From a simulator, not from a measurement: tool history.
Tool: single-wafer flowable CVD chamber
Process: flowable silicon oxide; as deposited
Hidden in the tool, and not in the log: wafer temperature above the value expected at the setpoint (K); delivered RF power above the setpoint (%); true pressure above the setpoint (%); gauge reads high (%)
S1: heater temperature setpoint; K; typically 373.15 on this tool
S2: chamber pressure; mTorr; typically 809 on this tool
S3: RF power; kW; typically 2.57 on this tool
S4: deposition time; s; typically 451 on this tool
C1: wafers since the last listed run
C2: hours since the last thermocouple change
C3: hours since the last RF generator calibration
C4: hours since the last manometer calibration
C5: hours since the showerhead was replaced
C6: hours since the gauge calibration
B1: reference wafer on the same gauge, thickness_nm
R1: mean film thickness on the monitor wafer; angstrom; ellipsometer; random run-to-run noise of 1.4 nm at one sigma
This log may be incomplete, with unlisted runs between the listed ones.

Run 1, day 0: usual settings but S2 667 mTorr; C1 0; C2 1886.3; C3 1224.1; C4 1621.7; C5 6109.4; C6 379.8; B1 313.996. Result: R1 3287.53 angstrom.
Run 2, day 0.288: usual settings but S2 667 mTorr; C1 27; C2 1893.2; C3 1231; C4 1628.6; C5 6116.3; C6 386.7; B1 313.78. Result: R1 3302.39 angstrom.
Run 3, day 1.004: usual settings but S2 667 mTorr; C1 68; C2 1910.4; C3 1248.2; C4 1645.8; C5 6133.5; C6 403.9; B1 313.757. Result: R1 3277.49 angstrom.
At day 1.817: showerhead replaced.
Run 4, day 1.838: usual settings; C1 47; C2 1930.4; C3 1268.2; C4 1665.8; C5 0.5; C6 423.9; B1 313.54. Result: R1 3976.44 angstrom.
Run 5, day 2.371: usual settings; C1 50; C2 1943.2; C3 1281; C4 1678.6; C5 13.3; C6 436.7; B1 314.123. Result: R1 3982.8 angstrom.
Run 6, day 2.65: usual settings; C1 26; C2 1949.9; C3 1287.7; C4 1685.3; C5 20; C6 443.4; B1 313.86. Result: R1 3962.34 angstrom.
Run 7, day 3.325: usual settings; C1 64; C2 1966.1; C3 1303.9; C4 1701.5; C5 36.2; C6 459.6; B1 313.757. Result: R1 4003.09 angstrom.
At day 4.025: thermocouple changed; heater temperature recalibrated.
Run 8, day 4.046: usual settings but S1 367.15 K, S2 762 mTorr; C1 36; C2 0.5; C3 1321.2; C4 1718.8; C5 53.5; C6 476.9; B1 314.485. Result: R1 3952.02 angstrom.
Run 9, day 4.375: usual settings; C1 31; C2 8.4; C3 1329.1; C4 1726.7; C5 61.4; C6 484.8; B1 313.873. Result: R1 3531 angstrom.
At day 5.083: gauge calibrated.
Run 10, day 6.312: usual settings; C1 184; C2 54.9; C3 1375.6; C4 1773.2; C5 107.9; C6 29.5; B1 314.242. Result: R1 3581.21 angstrom.
At day 6.738: capacitance manometer re-zeroed and calibrated.
Run 11, day 6.788: usual settings but S1 363.15 K, S2 710 mTorr, S3 2.2 kW; C1 13; C2 66.3; C3 1387; C4 1.2; C5 119.3; C6 40.9; B1 313.863. Result: R1 4107.35 angstrom.
Run 12, day 7.325: usual settings but S1 383.15 K, S2 982 mTorr, S3 2.71 kW, S4 420 s; C1 51; C2 79.2; C3 1399.9; C4 14.1; C5 132.2; C6 53.8; B1 313.968. Result: R1 3019.34 angstrom.
Run 13, day 8.058: usual settings but S1 365.15 K, S2 982 mTorr, S3 3.02 kW, S4 527 s; C1 69; C2 96.8; C3 1417.5; C4 31.7; C5 149.8; C6 71.4; B1 313.779. Result: R1 6513.96 angstrom.
Run 14, day 8.558: usual settings; C1 47; C2 108.8; C3 1429.5; C4 43.7; C5 161.8; C6 83.4; B1 313.616. Result: R1 3603.5 angstrom.
At day 9.217: RF generator calibrated.
Run 15, day 9.238: usual settings but S3 2.36 kW, S4 398 s; C1 32; C2 125.1; C3 0.5; C4 60; C5 178.1; C6 99.7; B1 314.1. Result: R1 3145.03 angstrom.
Run 16, day 9.433: usual settings; C1 18; C2 129.8; C3 5.2; C4 64.7; C5 182.8; C6 104.4; B1 314.156. Result: R1 3615.15 angstrom.
Run 17, day 9.842: usual settings but S1 380.15 K, S4 403 s; C1 38; C2 139.6; C3 15; C4 74.5; C5 192.6; C6 114.2; B1 313.875. Result: R1 2640 angstrom.
Run 18, day 10.171: usual settings; C1 31; C2 147.5; C3 22.9; C4 82.4; C5 200.5; C6 122.1; B1 314.249. Result: R1 3653.03 angstrom.
Run 19, day 11.938: usual settings but S1 363.15 K, S2 869 mTorr, S4 408 s; C1 168; C2 189.9; C3 65.3; C4 124.8; C5 242.9; C6 164.5; B1 314.223. Result: R1 4748.27 angstrom.
Run 20, day 12.454: usual settings but S2 675 mTorr, S4 488 s; C1 49; C2 202.3; C3 77.7; C4 137.2; C5 255.3; C6 176.9; B1 314.437. Result: R1 3344.71 angstrom.
Run 21, day 12.708: usual settings but S1 365.15 K, S2 981 mTorr, S3 2.22 kW; C1 24; C2 208.4; C3 83.8; C4 143.3; C5 261.4; C6 183; B1 314.11. Result: R1 5501.63 angstrom.
Run 22, day 13.138: usual settings but S2 732 mTorr, S4 367 s; C1 40; C2 218.7; C3 94.1; C4 153.6; C5 271.7; C6 193.3; B1 314.113. Result: R1 2730.59 angstrom.
Run 23, day 13.625: usual settings but S3 2.41 kW, S4 367 s; C1 46; C2 230.4; C3 105.8; C4 165.3; C5 283.4; C6 205; B1 314.042. Result: R1 2951.38 angstrom.
Run 24, day 14.221: usual settings but S2 870 mTorr; C1 56; C2 244.7; C3 120.1; C4 179.6; C5 297.7; C6 219.3; B1 313.982. Result: R1 3969.07 angstrom.
Run 25, day 14.546: usual settings but S1 364.15 K, S2 963 mTorr, S3 2.41 kW, S4 540 s; C1 31; C2 252.5; C3 127.9; C4 187.4; C5 305.5; C6 227.1; B1 314.003. Result: R1 6782.44 angstrom.
Run 26, day 15.275: usual settings; C1 69; C2 270; C3 145.4; C4 204.9; C5 323; C6 244.6; B1 314.256. Result: R1 3714.35 angstrom.
Run 27, day 16.012: usual settings but S2 870 mTorr; C1 70; C2 287.7; C3 163.1; C4 222.6; C5 340.7; C6 262.3; B1 313.617. Result: R1 3991.23 angstrom.

Same runs, no hidden state in the tool, same run-to-run variation:
run       R1
  1  2883.96
  2  2896.73
  3  2874.25
  4  3486.32
  5  3491.34
  6  3473.13
  7  3508.17
  8  3910.95
  9  3488.75
 10  3500.86
 11  4000.23
 12  2935.08
 13  6303.11
 14  3482.54
 15   3029.5
 16   3479.1
 17  2533.11
 18  3503.45
 19  4514.51
 20  3175.47
 21  5206.88
 22     2585
 23  2788.43
 24  3740.94
 25  6367.42
 26  3486.46
 27   3735.9
